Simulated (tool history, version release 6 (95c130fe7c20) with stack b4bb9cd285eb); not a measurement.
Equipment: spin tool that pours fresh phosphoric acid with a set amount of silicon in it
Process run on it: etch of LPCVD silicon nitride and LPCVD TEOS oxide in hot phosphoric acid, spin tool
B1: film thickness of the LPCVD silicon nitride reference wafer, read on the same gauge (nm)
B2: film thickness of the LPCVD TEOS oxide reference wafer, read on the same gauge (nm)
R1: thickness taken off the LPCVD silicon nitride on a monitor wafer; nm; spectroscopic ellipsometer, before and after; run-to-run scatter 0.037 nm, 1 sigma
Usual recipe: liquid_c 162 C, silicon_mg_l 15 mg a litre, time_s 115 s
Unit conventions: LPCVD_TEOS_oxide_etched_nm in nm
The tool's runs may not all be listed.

run 1 day=0 | liquid_c=162 silicon_mg_l=15 time_s=115 | B1=99.99 B2=119.984 | R1=10.6 LPCVD_TEOS_oxide_etched_nm=0.418
run 2 day=0.312 | liquid_c=162 silicon_mg_l=15 time_s=115 | B1=99.99 B2=120.039 | R1=10.52 LPCVD_TEOS_oxide_etched_nm=0.408
run 3 day=0.775 | liquid_c=162 silicon_mg_l=15 time_s=95 | B1=100.01 B2=119.991 | R1=8.68 LPCVD_TEOS_oxide_etched_nm=0.311
run 4 day=1.35 | liquid_c=162 silicon_mg_l=15 time_s=95 | B1=100.01 B2=119.978 | R1=8.68 LPCVD_TEOS_oxide_etched_nm=0.343
run 5 day=1.775 | liquid_c=162 silicon_mg_l=15 time_s=115 | B1=99.99 B2=119.996 | R1=10.53 LPCVD_TEOS_oxide_etched_nm=0.392
run 6 day=2.188 | liquid_c=162 silicon_mg_l=15 time_s=115 | B1=99.99 B2=119.981 | R1=10.52 LPCVD_TEOS_oxide_etched_nm=0.417
run 7 day=2.621 | liquid_c=161 silicon_mg_l=15 time_s=115 | B1=99.99 B2=120.033 | R1=10.15 LPCVD_TEOS_oxide_etched_nm=0.383
run 8 day=3.325 | liquid_c=162 silicon_mg_l=21.5 time_s=115 | B1=100.01 B2=119.997 | R1=10.47 LPCVD_TEOS_oxide_etched_nm=0.325
run 9 day=4.004 | liquid_c=162 silicon_mg_l=15 time_s=60 | B1=99.99 B2=120.015 | R1=5.47 LPCVD_TEOS_oxide_etched_nm=0.204
-- day=4.075 gauge calibrated
-- day=4.471 thermometer replaced
run 10 day=4.667 | liquid_c=162 silicon_mg_l=15 time_s=115 | B1=99.98 B2=119.98 | R1=11.37 LPCVD_TEOS_oxide_etched_nm=0.464
run 11 day=5.233 | liquid_c=163 silicon_mg_l=18.5 time_s=180 | B1=100.01 B2=119.993 | R1=18.32 LPCVD_TEOS_oxide_etched_nm=0.743
run 12 day=5.662 | liquid_c=159 silicon_mg_l=26.5 time_s=115 | B1=100.01 B2=119.985 | R1=10.24 LPCVD_TEOS_oxide_etched_nm=0.283
run 13 day=6.408 | liquid_c=162 silicon_mg_l=15 time_s=115 | B1=100.01 B2=119.948 | R1=11.32 LPCVD_TEOS_oxide_etched_nm=0.451
run 14 day=6.771 | liquid_c=162 silicon_mg_l=15 time_s=115 | B1=99.99 B2=119.981 | R1=11.28 LPCVD_TEOS_oxide_etched_nm=0.484
run 15 day=7.179 | liquid_c=162 silicon_mg_l=15 time_s=115 | B1=100.01 B2=120.061 | R1=11.38 LPCVD_TEOS_oxide_etched_nm=0.444
-- day=7.225 heated supply line repaired
-- day=7.304 dissolved silicon flow meter replaced
run 16 day=7.808 | liquid_c=162 silicon_mg_l=15 time_s=75 | B1=100.01 B2=119.991 | R1=7.32 LPCVD_TEOS_oxide_etched_nm=0.311
run 17 day=8.342 | liquid_c=162 silicon_mg_l=15 time_s=115 | B1=100 B2=119.997 | R1=11.29 LPCVD_TEOS_oxide_etched_nm=0.465
run 18 day=9.079 | liquid_c=162 silicon_mg_l=6 time_s=115 | B1=99.99 B2=120.036 | R1=11.3 LPCVD_TEOS_oxide_etched_nm=0.557
run 19 day=9.671 | liquid_c=164 silicon_mg_l=7.5 time_s=75 | B1=99.99 B2=120.019 | R1=7.89 LPCVD_TEOS_oxide_etched_nm=0.447
-- day=9.954 gauge calibrated
run 20 day=10.033 | liquid_c=164 silicon_mg_l=23.5 time_s=180 | B1=99.99 B2=119.987 | R1=18.94 LPCVD_TEOS_oxide_etched_nm=0.695
run 21 day=10.733 | liquid_c=162 silicon_mg_l=20.5 time_s=95 | B1=100.03 B2=119.978 | R1=9.33 LPCVD_TEOS_oxide_etched_nm=0.357

Some steps in R1 between neighbouring runs. How much of each would the tool show without its hidden state too (settings, what came in, random variation), and how much is left for the hidden state, with any gauge scatter that isn't in both results?
The tool's hidden condition here consists of: liquid colder than its thermometer reads (K); dissolved silicon flow below the setpoint (%); temperature lost on the way to the wafer (K); gauge reads high (%).
Run 8 -> 9: silicon_mg_l 21.5 -> 15, time_s 115 -> 60. R1 -5 nm: hidden state +0.42, all else -5.42.
Run 9 -> 10: time_s 60 -> 115, gauge calibrated, thermometer replaced. R1 +5.9 nm: hidden state +0.43, all else +5.47.
Run 19 -> 20: silicon_mg_l 7.5 -> 23.5, time_s 75 -> 180, gauge calibrated. R1 +11.05 nm: hidden state -0.13, all else +11.18.
Run 20 -> 21: liquid_c 164 -> 162, silicon_mg_l 23.5 -> 20.5, time_s 180 -> 95. R1 -9.61 nm: hidden state +0.1, all else -9.71.
